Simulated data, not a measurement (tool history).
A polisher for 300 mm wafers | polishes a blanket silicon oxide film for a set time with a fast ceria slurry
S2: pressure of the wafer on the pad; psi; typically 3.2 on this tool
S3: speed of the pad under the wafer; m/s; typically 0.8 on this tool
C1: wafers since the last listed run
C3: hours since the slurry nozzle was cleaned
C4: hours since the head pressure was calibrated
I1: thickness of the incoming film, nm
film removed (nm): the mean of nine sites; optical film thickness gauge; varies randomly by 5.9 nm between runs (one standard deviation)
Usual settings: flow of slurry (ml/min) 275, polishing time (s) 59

run 1 hour=0 | flow_of_slurry_(ml/min)=275 S2=3.2 S3=0.8 polishing_time_(s)=59 | C1=0 wafers_polished_on_this_pad=768 C3=605.8 C4=341.7 | I1=2400.6 | film_removed_(nm)=764.6
run 2 hour=21.6 | flow_of_slurry_(ml/min)=275 S2=3.2 S3=0.8 polishing_time_(s)=59 | C1=263 wafers_polished_on_this_pad=1032 C3=627.4 C4=363.3 | I1=2347.1 | film_removed_(nm)=754.1
run 3 hour=53.7 | flow_of_slurry_(ml/min)=275 S2=3.2 S3=0.6 polishing_time_(s)=59 | C1=392 wafers_polished_on_this_pad=1424 C3=659.5 C4=395.4 | I1=2418.7 | film_removed_(nm)=562.1
-- hour=101.2 worn pad replaced by a new one
run 4 hour=136.7 | flow_of_slurry_(ml/min)=275 S2=3.2 S3=0.6 polishing_time_(s)=59 | C1=964 wafers_polished_on_this_pad=434 C3=742.5 C4=478.4 | I1=2393.5 | film_removed_(nm)=562.6
run 5 hour=162.3 | flow_of_slurry_(ml/min)=275 S2=3.2 S3=0.6 polishing_time_(s)=59 | C1=312 wafers_polished_on_this_pad=746 C3=768.1 C4=504 | I1=2400.7 | film_removed_(nm)=564
run 6 hour=184.7 | flow_of_slurry_(ml/min)=275 S2=3.2 S3=0.8 polishing_time_(s)=59 | C1=273 wafers_polished_on_this_pad=1020 C3=790.5 C4=526.4 | I1=2393.5 | film_removed_(nm)=753.1
run 7 hour=199.2 | flow_of_slurry_(ml/min)=275 S2=3.2 S3=0.8 polishing_time_(s)=59 | C1=177 wafers_polished_on_this_pad=1197 C3=805 C4=540.9 | I1=2390 | film_removed_(nm)=760.8
run 8 hour=211.3 | flow_of_slurry_(ml/min)=275 S2=3.2 S3=0.8 polishing_time_(s)=59 | C1=147 wafers_polished_on_this_pad=1345 C3=817.1 C4=553 | I1=2418.4 | film_removed_(nm)=748.8
run 9 hour=239.4 | flow_of_slurry_(ml/min)=275 S2=3.2 S3=0.8 polishing_time_(s)=59 | C1=343 wafers_polished_on_this_pad=1688 C3=845.2 C4=581.1 | I1=2389.8 | film_removed_(nm)=751.9
-- hour=254 worn pad replaced by a new one
run 10 hour=254.5 | flow_of_slurry_(ml/min)=275 S2=3.2 S3=0.8 polishing_time_(s)=59 | C1=135 wafers_polished_on_this_pad=6 C3=860.3 C4=596.2 | I1=2416.4 | film_removed_(nm)=750.7
run 11 hour=345.6 | flow_of_slurry_(ml/min)=275 S2=2.6 S3=0.8 polishing_time_(s)=51 | C1=1112 wafers_polished_on_this_pad=1119 C3=951.4 C4=687.3 | I1=2378.6 | film_removed_(nm)=547.7
-- hour=372.5 slurry nozzle cleaned
run 12 hour=376.3 | flow_of_slurry_(ml/min)=275 S2=3.2 S3=0.8 polishing_time_(s)=59 | C1=362 wafers_polished_on_this_pad=1482 C3=3.8 C4=718 | I1=2355 | film_removed_(nm)=743
run 13 hour=410.9 | flow_of_slurry_(ml/min)=275 S2=3.2 S3=0.8 polishing_time_(s)=59 | C1=422 wafers_polished_on_this_pad=1904 C3=38.4 C4=752.6 | I1=2400.9 | film_removed_(nm)=753.8
-- hour=418.7 worn pad replaced by a new one
-- hour=430.9 head pressure recalibrated
run 14 hour=441.2 | flow_of_slurry_(ml/min)=240 S2=4 S3=0.7 polishing_time_(s)=59 | C1=296 wafers_polished_on_this_pad=250 C3=68.7 C4=10.3 | I1=2436.2 | film_removed_(nm)=731.6
run 15 hour=460 | flow_of_slurry_(ml/min)=275 S2=3.2 S3=0.8 polishing_time_(s)=52 | C1=229 wafers_polished_on_this_pad=480 C3=87.5 C4=29.1 | I1=2396.2 | film_removed_(nm)=620.3
run 16 hour=484.6 | flow_of_slurry_(ml/min)=240 S2=4 S3=0.7 polishing_time_(s)=59 | C1=300 wafers_polished_on_this_pad=780 C3=112.1 C4=53.7 | I1=2406.1 | film_removed_(nm)=720.7
run 17 hour=510.2 | flow_of_slurry_(ml/min)=195 S2=3.7 S3=0.88 polishing_time_(s)=59 | C1=312 wafers_polished_on_this_pad=1093 C3=137.7 C4=79.3 | I1=2384.6 | film_removed_(nm)=842.2
run 18 hour=532.1 | flow_of_slurry_(ml/min)=195 S2=3.2 S3=0.88 polishing_time_(s)=40 | C1=267 wafers_polished_on_this_pad=1360 C3=159.6 C4=101.2 | I1=2394.7 | film_removed_(nm)=497.9
-- hour=555 worn pad replaced by a new one
run 19 hour=555.5 | flow_of_slurry_(ml/min)=275 S2=2.8 S3=0.8 polishing_time_(s)=59 | C1=236 wafers_polished_on_this_pad=6 C3=183 C4=124.6 | I1=2381.5 | film_removed_(nm)=630
-- hour=562.3 head pressure recalibrated, repeated, since the last time left the tool worse
run 20 hour=570.2 | flow_of_slurry_(ml/min)=185 S2=2.6 S3=0.7 polishing_time_(s)=49 | C1=155 wafers_polished_on_this_pad=161 C3=197.7 C4=7.9 | I1=2370.6 | film_removed_(nm)=463.8
run 21 hour=589.3 | flow_of_slurry_(ml/min)=275 S2=3.2 S3=0.8 polishing_time_(s)=59 | C1=233 wafers_polished_on_this_pad=394 C3=216.8 C4=27 | I1=2403.7 | film_removed_(nm)=789.2
run 22 hour=667.1 | flow_of_slurry_(ml/min)=245 S2=3.2 S3=0.8 polishing_time_(s)=59 | C1=950 wafers_polished_on_this_pad=1345 C3=294.6 C4=104.8 | I1=2375.1 | film_removed_(nm)=770.8
-- hour=686.4 worn pad replaced by a new one
run 23 hour=747.6 | flow_of_slurry_(ml/min)=365 S2=3.8 S3=0.52 polishing_time_(s)=59 | C1=934 wafers_polished_on_this_pad=747 C3=375.1 C4=185.3 | I1=2358.3 | film_removed_(nm)=591.8

Forecast each of these 5 alternatives for the next run:
run A hour=748 | flow_of_slurry_(ml/min)=275 S2=3.2 S3=0.8 polishing_time_(s)=51 | C1=4 wafers_polished_on_this_pad=752 C3=375.5 C4=185.7 | I1=2388.7 | film_removed_(nm)=?
run B hour=748 | flow_of_slurry_(ml/min)=275 S2=3.2 S3=0.8 polishing_time_(s)=68 | C1=4 wafers_polished_on_this_pad=752 C3=375.5 C4=185.7 | I1=2388.7 | film_removed_(nm)=?
run C hour=748 | flow_of_slurry_(ml/min)=275 S2=3.2 S3=1.06 polishing_time_(s)=59 | C1=4 wafers_polished_on_this_pad=752 C3=375.5 C4=185.7 | I1=2388.7 | film_removed_(nm)=?
run D hour=748 | flow_of_slurry_(ml/min)=275 S2=3.2 S3=1.08 polishing_time_(s)=46 | C1=4 wafers_polished_on_this_pad=752 C3=375.5 C4=185.7 | I1=2388.7 | film_removed_(nm)=?
run E hour=748 | flow_of_slurry_(ml/min)=275 S2=3.2 S3=0.54 polishing_time_(s)=59 | C1=4 wafers_polished_on_this_pad=752 C3=375.5 C4=185.7 | I1=2388.7 | film_removed_(nm)=?

run=A film_removed_(nm)=671
run=B film_removed_(nm)=894.6
run=C film_removed_(nm)=1028.5
run=D film_removed_(nm)=817
run=E film_removed_(nm)=524
What these runs would have given with no unlogged condition in the tool:
run=A film_removed_(nm)=692.5
run=B film_removed_(nm)=923.3
run=C film_removed_(nm)=1061.4
run=D film_removed_(nm)=843.2
run=E film_removed_(nm)=540.7
